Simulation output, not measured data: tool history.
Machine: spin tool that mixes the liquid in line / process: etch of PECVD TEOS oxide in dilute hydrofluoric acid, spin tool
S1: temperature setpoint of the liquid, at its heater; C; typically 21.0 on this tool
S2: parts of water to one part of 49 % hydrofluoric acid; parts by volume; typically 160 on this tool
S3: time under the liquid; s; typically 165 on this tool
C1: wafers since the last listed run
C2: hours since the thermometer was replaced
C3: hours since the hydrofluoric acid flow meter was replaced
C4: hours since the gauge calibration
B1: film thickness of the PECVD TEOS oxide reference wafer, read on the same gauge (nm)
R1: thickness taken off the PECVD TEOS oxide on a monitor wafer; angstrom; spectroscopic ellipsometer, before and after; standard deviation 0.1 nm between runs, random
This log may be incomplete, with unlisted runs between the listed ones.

run    hour    S1   S2   S3    C1      C2      C3      C4      B1     R1
  1     0.0  17.5  160  165     0  1107.9   697.2  1194.4  120.01  133.5
  2    33.3  20.0  160  165   303  1141.2   730.5  1227.7  119.98  147.3
  3    73.0  20.0  160  165   361  1180.9   770.2  1267.4  119.98  149.2
  4   123.3  20.0  160  165   458  1231.2   820.5  1317.7  120.02  146.4
  5   165.3  21.0  105  165   382  1273.2   862.5  1359.7  119.98  249.6
  6   202.1  21.0  105  165   335  1310.0   899.3  1396.5  119.99  246.6
  7   261.5  21.0  105  165   541  1369.4   958.7  1455.9  119.99  248.3
  8   293.9  21.0  215  165   295  1401.8   991.1  1488.3  120.01  108.4
  9   351.4  21.0  215  165   523  1459.3  1048.6  1545.8  119.97  107.5
      375.0  -- thermometer replaced
 10   378.2  21.0  220  165   235     3.2  1075.4  1572.6  119.94  105.5
 11   424.9  21.0  160  165   425    49.9  1122.1  1619.3  119.99  156.9
 12   463.8  21.0  185  165   354    88.8  1161.0  1658.2  119.96  129.8
      531.8  -- gauge calibrated
 13   533.6  21.0  185  165   635   158.6  1230.8     1.8  119.99  130.0
 14   574.9  21.0  195   95   376   199.9  1272.1    43.1  119.99   71.0
 15   603.7  21.0  160  200   262   228.7  1300.9    71.9  120.01  188.9
 16   634.6  21.0  160  165   281   259.6  1331.8   102.8  120.01  156.0
 17   693.2  17.0  215  235   533   318.2  1390.4   161.4  119.97  134.1
 18   735.5  24.5  160   95   385   360.5  1432.7   203.7  120.01  102.7
 19   780.5  25.5  100   75   410   405.5  1477.7   248.7  120.02  145.2
 20   847.7  21.0  160  165   612   472.7  1544.9   315.9  119.97  156.6
 21   878.1  18.0  115   65   276   503.1  1575.3   346.3  120.01   80.1
 22   939.2  17.0  225   95   556   564.2  1636.4   407.4  120.01   51.6
 23   981.6  18.5  125  125   386   606.6  1678.8   449.8  119.99  143.6
 24  1010.5  21.0  160  165   263   635.5  1707.7   478.7  120.02  158.5
     1041.3  -- hydrofluoric acid flow meter replaced
 25  1051.7  24.5  160  165   366   676.7    10.4   519.9  120.04  169.1
 26  1248.0  21.0  235  235  1788   873.0   206.7   716.2  119.95  137.0
 27  1312.2  21.0  160  125   584   937.2   270.9   780.4  119.99  115.9
 28  1348.5  25.5  110   90   330   973.5   307.2   816.7  120.02  151.6
 29  1380.5  24.5  120  120   291  1005.5   339.2   848.7  120.00  179.5
 30  1421.2  21.0  160   95   370  1046.2   379.9   889.4  120.04   88.0
 31  1449.7  18.5  210  165   259  1074.7   408.4   917.9  119.98   99.0
 32  1504.2  17.0  215  165   496  1129.2   462.9   972.4  120.03   90.8
 33  1540.7  21.0  160  165   332  1165.7   499.4  1008.9  120.01  155.2

Alternative continuations, all from the tool just after run 33; predict every row:
  A  1541.2  21.0  160  165   4  1166.2  499.9  1009.4   ?   ?
  B  1541.2  21.0   85  165   4  1166.2  499.9  1009.4   ?   ?
  C  1541.2  21.0  130  165   4  1166.2  499.9  1009.4   ?   ?
  D  1541.2  21.0  195  165   4  1166.2  499.9  1009.4   ?   ?

run      B1     R1
  A  120.05  152.2
  B  120.05  311.0
  C  120.05  193.4
  D  120.05  120.6
What these runs would have given with no unlogged condition in the tool:
run     R1
  A  148.7
  B  304.2
  C  189.0
  D  117.7

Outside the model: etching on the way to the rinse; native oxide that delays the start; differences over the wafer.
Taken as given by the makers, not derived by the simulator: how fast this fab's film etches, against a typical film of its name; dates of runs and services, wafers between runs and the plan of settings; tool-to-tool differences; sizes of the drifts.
